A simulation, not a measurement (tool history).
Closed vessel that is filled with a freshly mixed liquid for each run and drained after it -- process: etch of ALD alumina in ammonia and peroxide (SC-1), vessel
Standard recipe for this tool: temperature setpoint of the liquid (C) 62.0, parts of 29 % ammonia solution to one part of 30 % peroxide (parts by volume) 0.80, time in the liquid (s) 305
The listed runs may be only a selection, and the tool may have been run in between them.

run     day  temperature setpoint of the liquid (C)  parts of 29 % ammonia solution to one part of 30 % peroxide (parts by volume)  time in the liquid (s)  wafers since the last listed run  hours since the thermometer was replaced  hours since the ammonia flow meter was replaced  hours since the drum of ammonia solution was connected  hours since the gauge calibration  read-back film thickness of the ALD alumina reference wafer, read on the same gauge (nm)  thickness taken off the ALD alumina on a monitor wafer (nm)
  1   0.000                                    62.0                                                                           0.80                     305                                 0                                      73.4                                            205.6                                                   354.8                             1080.6                                                                                    150.00                                                        29.47
  2   4.321                                    62.0                                                                           0.80                     305                              8050                                     177.1                                            309.3                                                   458.5                             1184.3                                                                                    149.99                                                        29.47
  3   6.646                                    62.0                                                                           0.80                     305                              4331                                     232.9                                            365.1                                                   514.3                             1240.1                                                                                    150.00                                                        29.30
      6.721  -- gauge calibrated
  4   9.938                                    62.0                                                                           0.80                     160                              6132                                     311.9                                            444.1                                                   593.3                               77.2                                                                                    150.00                                                        15.33
  5  13.029                                    62.0                                                                           0.70                     305                              5760                                     386.1                                            518.3                                                   667.5                              151.4                                                                                    150.00                                                        28.80
  6  16.862                                    62.0                                                                           0.80                     305                              7141                                     478.1                                            610.3                                                   759.5                              243.4                                                                                    150.00                                                        29.11
  7  18.921                                    62.0                                                                           0.80                     305                              3834                                     527.5                                            659.7                                                   808.9                              292.8                                                                                    150.01                                                        29.07
  8  21.000                                    62.0                                                                           0.80                     305                              3873                                     577.4                                            709.6                                                   858.8                              342.7                                                                                    149.99                                                        28.89
     23.654  -- new drum of ammonia solution connected
  9  23.733                                    66.5                                                                           0.60                     305                              5014                                     643.0                                            775.2                                                     1.9                              408.3                                                                                    150.00                                                        35.38
     23.971  -- ammonia flow meter replaced
     33.754  -- thermometer replaced
 10  33.838                                    66.5                                                                           0.60                     305                             18669                                       2.0                                            236.8                                                   244.4                              650.8                                                                                    150.00                                                        35.94
 11  36.946                                    66.5                                                                           0.60                     305                              5791                                      76.6                                            311.4                                                   319.0                              725.4                                                                                    150.03                                                        36.02
 12  39.462                                    62.0                                                                           0.80                     305                              4688                                     137.0                                            371.8                                                   379.4                              785.8                                                                                    150.00                                                        29.40
 13  41.467                                    62.0                                                                           0.80                     305                              3733                                     185.1                                            419.9                                                   427.5                              833.9                                                                                    150.01                                                        29.45
 14  44.096                                    62.0                                                                           0.80                     305                              4898                                     248.2                                            483.0                                                   490.6                              897.0                                                                                    149.98                                                        29.27
 15  47.675                                    65.0                                                                           1.05                     455                              6668                                     334.1                                            568.9                                                   576.5                              982.9                                                                                    150.00                                                        52.18
     50.029  -- gauge calibrated
 16  50.750                                    69.0                                                                           0.80                     305                              5729                                     407.9                                            642.7                                                   650.3                               17.3                                                                                    149.97                                                        41.26
 17  52.267                                    62.0                                                                           0.80                     305                              2825                                     444.3                                            679.1                                                   686.7                               53.7                                                                                    150.00                                                        28.99
 18  54.942                                    62.0                                                                           0.80                     480                              4983                                     508.5                                            743.3                                                   750.9                              117.9                                                                                    150.02                                                        45.66
 19  58.692                                    62.0                                                                           0.80                     305                              6986                                     598.5                                            833.3                                                   840.9                              207.9                                                                                    150.00                                                        28.88
     59.808  -- ammonia flow meter replaced
 20  60.688                                    54.0                                                                           1.05                     190                              3640                                     646.4                                             21.1                                                   888.8                              255.8                                                                                    150.01                                                        12.11
 21  64.271                                    67.5                                                                           0.60                     125                              6676                                     732.4                                            107.1                                                   974.8                              341.8                                                                                    150.00                                                        15.10
     65.608  -- thermometer replaced
 22  67.050                                    70.0                                                                           0.95                     130                              5100                                      34.6                                            173.8                                                  1041.5                              408.5                                                                                    149.99                                                        18.85
     67.612  -- new drum of ammonia solution connected
 23  68.679                                    54.0                                                                           0.45                     210                              2957                                      73.7                                            212.9                                                    25.6                              447.6                                                                                    149.99                                                        12.79
 24  70.471                                    62.0                                                                           0.80                     305                              3338                                     116.7                                            255.9                                                    68.6                              490.6                                                                                    149.98                                                        29.58
 25  72.679                                    54.0                                                                           0.45                     210                              4114                                     169.7                                            308.9                                                   121.6                              543.6                                                                                    150.01                                                        12.69
 26  74.708                                    62.0                                                                           0.90                     305                              3780                                     218.4                                            357.6                                                   170.3                              592.3                                                                                    150.02                                                        29.71
 27  77.433                                    62.0                                                                           0.80                     430                              5076                                     283.8                                            423.0                                                   235.7                              657.7                                                                                    149.98                                                        41.34

Consider 4 possible next runs. They are alternatives, not a sequence: every one starts from the tool as it was left by run 27. What does each give?
  A  77.462                                    59.0                                                                           0.80                     305                                54                                     284.5                                            423.7                                                   236.4                              658.4                                                                                         ?                                                            ?
  B  77.462                                    62.0                                                                           0.80                     415                                54                                     284.5                                            423.7                                                   236.4                              658.4                                                                                         ?                                                            ?
  C  77.462                                    52.0                                                                           0.80                     125                                54                                     284.5                                            423.7                                                   236.4                              658.4                                                                                         ?                                                            ?
  D  77.462                                    54.0                                                                           1.05                     135                                54                                     284.5                                            423.7                                                   236.4                              658.4                                                                                         ?                                                            ?

run  read-back film thickness of the ALD alumina reference wafer, read on the same gauge (nm)  thickness taken off the ALD alumina on a monitor wafer (nm)
  A                                                                                    149.97                                                        25.17
  B                                                                                    149.97                                                        39.94
  C                                                                                    149.97                                                         7.12
  D                                                                                    149.97                                                         8.79
What these runs would have given with no unlogged condition in the tool:
run  thickness taken off the ALD alumina on a monitor wafer (nm)
  A                                                        25.48
  B                                                        40.43
  C                                                         7.21
  D                                                         8.90
